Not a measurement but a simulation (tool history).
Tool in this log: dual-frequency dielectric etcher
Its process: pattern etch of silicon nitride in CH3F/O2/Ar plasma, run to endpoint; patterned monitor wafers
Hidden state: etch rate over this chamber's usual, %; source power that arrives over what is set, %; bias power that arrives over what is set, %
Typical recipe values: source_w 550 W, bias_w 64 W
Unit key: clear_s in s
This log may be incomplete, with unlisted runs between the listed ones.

run	day	source_w	bias_w	wafers since the last listed run	hours since the last wet clean	hours since the last source power generator calibration	hours since the last bias power generator calibration	hours since the last upper electrode change	incoming incoming film thickness, nm	clear_s
1	0.000	550	64	0	380.9	2513.2	3386.6	4154.5	30.71	43.1
2	2.446	550	64	527	439.6	2571.9	3445.3	4213.2	30.80	43.3
# day 7.150: wet clean of the chamber
3	10.396	550	64	1497	77.9	2762.7	3636.1	4404.0	30.66	41.9
4	12.162	550	64	380	120.3	2805.1	3678.5	4446.4	30.85	42.4
5	13.712	550	64	334	157.5	2842.3	3715.7	4483.6	30.37	41.9
6	15.454	550	64	375	199.3	2884.1	3757.5	4525.4	30.50	42.6
7	18.383	550	64	631	269.6	2954.4	3827.8	4595.7	30.46	42.0
8	20.458	550	64	447	319.4	3004.2	3877.6	4645.5	30.36	42.2
# day 25.879: bias power generator calibrated
# day 27.858: upper electrode replaced, of another model than before
9	29.096	550	64	1610	526.7	3211.5	77.2	29.7	30.87	43.7
10	31.683	550	64	557	588.8	3273.6	139.3	91.8	30.96	44.5
11	32.725	550	64	224	613.8	3298.6	164.3	116.8	30.82	44.2
# day 34.888: wet clean of the chamber
12	34.908	550	64	255	0.5	3351.0	216.7	169.2	30.42	41.3
13	35.608	550	64	150	17.3	3367.8	233.5	186.0	30.71	41.6
14	37.267	520	57	357	57.1	3407.6	273.3	225.8	30.04	42.7
15	38.842	520	57	339	94.9	3445.4	311.1	263.6	30.58	42.9
16	44.017	550	64	1115	219.1	3569.6	435.3	387.8	30.33	42.2
17	46.621	670	79	561	281.6	3632.1	497.8	450.3	30.50	38.5
18	49.546	550	64	630	351.8	3702.3	568.0	520.5	30.81	43.1
19	51.675	450	70	458	402.9	3753.4	619.1	571.6	30.64	45.5
20	53.029	670	64	291	435.4	3785.9	651.6	604.1	30.54	40.2
# day 54.508: source power generator calibrated
21	55.071	550	49	404	484.4	13.5	700.6	653.1	30.45	45.2
22	56.688	550	76	348	523.2	52.3	739.4	691.9	30.66	41.8
23	57.942	640	52	270	553.3	82.4	769.5	722.0	30.83	43.5
24	60.575	510	48	567	616.5	145.6	832.7	785.2	30.56	47.0
# day 61.858: wet clean of the chamber
25	63.196	550	64	349	32.1	208.5	895.6	848.1	30.42	41.1
26	65.696	510	64	538	92.1	268.5	955.6	908.1	30.86	42.8
27	67.225	600	64	329	128.8	305.2	992.3	944.8	30.47	40.5
28	69.942	550	64	585	194.0	370.4	1057.5	1010.0	30.87	42.2
29	72.938	670	51	645	265.9	442.3	1129.4	1081.9	30.33	40.9
30	75.917	550	64	642	337.4	513.8	1200.9	1153.4	30.44	42.4
31	78.150	600	55	481	391.0	567.4	1254.5	1207.0	30.57	42.7

Below are 3 alternative next runs, each starting from the tool's condition after run 31. Predict each:
A	78.167	550	64	3	391.4	567.8	1254.9	1207.4	30.47	?
B	78.167	480	51	3	391.4	567.8	1254.9	1207.4	30.47	?
C	78.167	550	79	3	391.4	567.8	1254.9	1207.4	30.47	?

run	clear_s
A	42.6
B	46.2
C	41.0
The same runs, with their run-to-run variation unchanged, on a tool lacking any hidden condition would have given:
run	clear_s
A	41.3
B	44.8
C	39.7

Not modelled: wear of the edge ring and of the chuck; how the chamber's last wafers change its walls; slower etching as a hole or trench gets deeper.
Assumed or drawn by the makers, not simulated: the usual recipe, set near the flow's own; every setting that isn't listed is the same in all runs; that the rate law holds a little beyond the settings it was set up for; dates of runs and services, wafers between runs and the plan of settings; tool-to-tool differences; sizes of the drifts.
